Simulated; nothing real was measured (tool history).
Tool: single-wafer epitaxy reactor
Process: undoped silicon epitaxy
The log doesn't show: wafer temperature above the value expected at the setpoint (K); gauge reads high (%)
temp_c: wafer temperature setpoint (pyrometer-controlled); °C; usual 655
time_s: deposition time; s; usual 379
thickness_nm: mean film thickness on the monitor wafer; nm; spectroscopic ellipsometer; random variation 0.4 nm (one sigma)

run,hour,temp_c,time_s,wafers since the last listed run,hours since the last pyrometer calibration,hours since the gauge calibration,"read-back reference wafer on the same gauge, thickness_nm",thickness_nm
1,0.0,655,403,0,964.2,893.8,59.659,79.498
2,45.8,655,403,306,1010.0,939.6,59.549,80.309
3,99.7,665,379,360,1063.9,993.5,59.676,91.208
4,175.3,655,379,505,1139.5,1069.1,59.501,75.161
# hour 202.2: pyrometer calibrated
5,230.6,655,379,316,28.4,1124.4,59.632,72.479
6,319.9,655,379,597,117.7,1213.7,59.612,72.482
# hour 367.3: gauge calibrated
7,425.6,655,379,707,223.4,58.3,59.663,73.894
8,520.8,655,379,636,318.6,153.5,59.779,74.938
9,559.3,655,379,257,357.1,192.0,59.667,74.706
10,810.8,655,379,1682,608.6,443.5,59.751,75.024
11,890.7,655,379,534,688.5,523.4,59.401,75.062
12,1040.7,655,379,1003,838.5,673.4,59.623,75.301
13,1138.0,655,424,651,935.8,770.7,59.717,83.874
14,1187.4,640,425,330,985.2,820.1,59.740,62.548
15,1257.9,659,431,471,1055.7,890.6,59.572,92.425
16,1338.1,650,403,536,1135.9,970.8,59.695,72.039
17,1406.6,655,379,458,1204.4,1039.3,59.525,75.349
# hour 1464.6: pyrometer calibrated
18,1511.9,662,423,651,47.3,1144.6,59.555,92.414
# hour 1521.3: gauge calibrated
19,1578.3,663,311,444,113.7,57.0,59.571,69.777
20,1775.1,664,336,1316,310.5,253.8,59.603,77.441
21,1859.6,655,379,565,395.0,338.3,59.514,73.577
22,1951.7,655,379,616,487.1,430.4,59.515,73.623
23,2040.0,655,379,590,575.4,518.7,59.546,74.306
24,2097.9,655,379,387,633.3,576.6,59.458,73.830

5 ways to go on from here, each from the tool as it stands after run 24. What would each give?
A,2098.4,655,379,3,633.8,577.1,?,?
B,2098.4,667,379,3,633.8,577.1,?,?
C,2098.4,655,304,3,633.8,577.1,?,?
D,2098.4,649,306,3,633.8,577.1,?,?
E,2098.4,669,451,3,633.8,577.1,?,?

run,"read-back reference wafer on the same gauge, thickness_nm",thickness_nm
A,59.497,74.826
B,59.497,93.658
C,59.497,60.018
D,59.497,53.895
E,59.497,115.643
Without the tool's hidden state the same runs would have given:
run,thickness_nm
A,72.973
B,91.390
C,58.532
D,52.546
E,112.853
